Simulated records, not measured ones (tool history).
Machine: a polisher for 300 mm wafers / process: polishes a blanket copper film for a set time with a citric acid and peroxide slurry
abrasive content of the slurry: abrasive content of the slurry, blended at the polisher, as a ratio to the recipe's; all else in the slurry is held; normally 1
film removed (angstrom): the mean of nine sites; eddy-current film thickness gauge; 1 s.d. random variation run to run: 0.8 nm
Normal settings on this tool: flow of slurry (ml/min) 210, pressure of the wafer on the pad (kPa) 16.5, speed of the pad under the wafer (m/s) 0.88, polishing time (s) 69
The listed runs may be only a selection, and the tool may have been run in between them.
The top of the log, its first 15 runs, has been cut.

run,day,flow of slurry (ml/min),pressure of the wafer on the pad (kPa),speed of the pad under the wafer (m/s),abrasive content of the slurry,polishing time (s),wafers since the last listed run,wafers polished on this pad,hours since the slurry nozzle was cleaned,hours since the head pressure was calibrated,hours since the slurry blender was calibrated,"incoming thickness of the incoming film, nm",film removed (angstrom)
16,23.421,210,16.5,0.88,0.9,80,319,657,154.7,53.8,73.4,580.7,1171
17,24.758,210,16.5,0.88,1,69,366,1023,186.8,85.9,105.5,588.5,1006
18,25.962,210,14.5,0.7,1,81,329,1352,215.7,114.8,134.4,583.1,873
19,26.612,210,16.5,0.88,1,69,177,1530,231.3,130.4,150,593.6,982
# day 26.658: slurry nozzle cleaned
20,27.688,210,17.9,0.96,1,69,282,1813,24.7,156.2,175.8,589.9,1200
21,28.55,210,11.7,0.88,1,69,236,2049,45.4,176.9,196.5,590.3,770
22,29.175,210,18.6,1.04,1,69,171,2221,60.4,191.9,211.5,594.8,1311
23,30.379,210,16.5,0.88,1,69,329,2550,89.3,220.8,240.4,600.7,1044
# day 31.108: worn pad replaced by a new one
24,31.425,140,16.5,0.88,1,83,240,87,114.4,245.9,265.5,597.8,1155
25,32.279,240,16.5,1,1,82,233,320,134.9,266.4,286,585.5,1383
26,33.112,210,16.5,0.88,1,69,228,549,154.9,286.4,306,596.9,1003
27,34.262,210,16.5,0.7,1,69,314,864,182.5,314,333.6,584.5,843
28,35.133,210,14.5,0.88,1,69,238,1102,203.4,334.9,354.5,586.8,898
# day 35.346: slurry blender recalibrated
29,36.279,210,16.5,0.88,1,69,290,1393,230.9,362.4,22.4,591.1,984
# day 36.933: slurry nozzle cleaned
30,37.462,210,16.5,0.88,1,69,312,1705,12.7,390.8,50.8,587,1044
31,38.392,145,16.5,0.88,1,69,254,1960,35,413.1,73.1,591.2,994

Predict each of these 3 candidate next runs independently; none follows another, all start after run 31:
A,38.408,210,16.5,0.88,1,69,4,1964,35.4,413.5,73.5,601.4,?
B,38.408,210,16.5,1.04,0.8,90,4,1964,35.4,413.5,73.5,601.4,?
C,38.408,245,16.5,1.12,0.75,46,4,1964,35.4,413.5,73.5,601.4,?

run,film removed (angstrom)
A,1055
B,1513
C,829
The same runs, with their run-to-run variation unchanged, on a tool lacking any hidden condition would have given:
run,film removed (angstrom)
A,1057
B,1515
C,830
